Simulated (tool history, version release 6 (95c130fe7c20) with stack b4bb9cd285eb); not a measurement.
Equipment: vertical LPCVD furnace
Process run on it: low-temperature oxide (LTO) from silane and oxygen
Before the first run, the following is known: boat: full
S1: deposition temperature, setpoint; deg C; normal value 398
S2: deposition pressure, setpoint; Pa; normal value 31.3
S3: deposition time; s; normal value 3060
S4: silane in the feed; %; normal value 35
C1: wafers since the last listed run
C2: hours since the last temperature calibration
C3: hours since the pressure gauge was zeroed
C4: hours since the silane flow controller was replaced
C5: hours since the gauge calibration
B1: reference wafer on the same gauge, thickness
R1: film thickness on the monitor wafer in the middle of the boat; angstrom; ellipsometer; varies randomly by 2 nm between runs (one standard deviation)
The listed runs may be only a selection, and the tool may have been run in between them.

run,day,S1,S2,S3,S4,C1,C2,C3,C4,C5,B1,R1
1,0.000,398,31.3,3060,35,0,2876.9,1538.7,4329.2,408.8,351.69,4190.3
2,1.900,398,31.3,3060,35,463,2922.5,1584.3,4374.8,454.4,352.01,4202.5
3,6.288,398,31.3,3060,35,1069,3027.8,1689.6,4480.1,559.7,351.90,4187.3
4,10.358,398,31.3,3060,35,992,3125.5,1787.3,4577.8,657.4,352.16,4206.5
5,14.067,398,31.3,2550,35,904,3214.5,1876.3,4666.8,746.4,351.51,3511.3
6,15.650,398,31.3,2550,35,386,3252.5,1914.3,4704.8,784.4,352.17,3524.3
7,18.458,398,31.3,2550,35,684,3319.9,1981.7,4772.2,851.8,351.81,3453.7
8,21.329,405,31.3,3060,35,700,3388.8,2050.6,4841.1,920.7,351.81,4534.4
9,24.942,405,31.3,3060,35,880,3475.5,2137.3,4927.8,1007.4,352.33,4557.1
10,31.679,398,31.3,3060,35,1642,3637.2,2299.0,5089.5,1169.1,351.75,4175.5
11,35.838,398,31.3,3060,35,1014,3737.0,2398.8,5189.3,1268.9,352.13,4180.0
12,39.479,398,31.3,3060,35,888,3824.4,2486.2,5276.7,1356.3,352.52,4214.0
# day 42.025: silane flow controller replaced
13,42.046,398,34.0,3060,33,382,3886.0,2547.8,0.5,1417.9,351.76,4189.0
# day 45.433: thermocouples replaced and temperature profile calibrated
14,45.454,388,31.3,3810,35,587,0.5,2629.6,82.3,1499.7,352.22,4610.8
15,48.925,398,35.3,2250,29,846,83.8,2712.9,165.6,1583.0,351.58,2651.7
16,52.121,398,31.3,3060,35,779,160.5,2789.6,242.3,1659.7,351.99,4205.4
17,54.400,398,31.3,3570,35,555,215.2,2844.3,297.0,1714.4,352.31,4905.9
18,57.921,405,31.3,3060,38,858,299.7,2928.8,381.5,1798.9,352.06,5028.1
19,62.062,398,35.3,2250,29,1009,399.1,3028.2,480.9,1898.3,352.21,2672.7
# day 65.254: gauge calibrated
# day 66.400: pressure gauge zeroed
20,72.475,395,31.3,3060,35,2295,649.0,145.8,730.8,173.3,351.63,4021.2
21,78.312,406,31.3,3060,35,1423,789.1,285.9,870.9,313.4,351.41,4629.4
22,82.117,398,31.3,3060,35,927,880.4,377.2,962.2,404.7,351.94,4186.1

What does the tool deliver on the next run?
23,85.196,398,31.3,2430,35,750,954.3,451.1,1036.1,478.6,?,?

{"run 23": {"B1": 352.05, "R1": 3333.0}}
The same run, on a tool lacking any hidden state, would have yielded R1 3333.0 angstrom.

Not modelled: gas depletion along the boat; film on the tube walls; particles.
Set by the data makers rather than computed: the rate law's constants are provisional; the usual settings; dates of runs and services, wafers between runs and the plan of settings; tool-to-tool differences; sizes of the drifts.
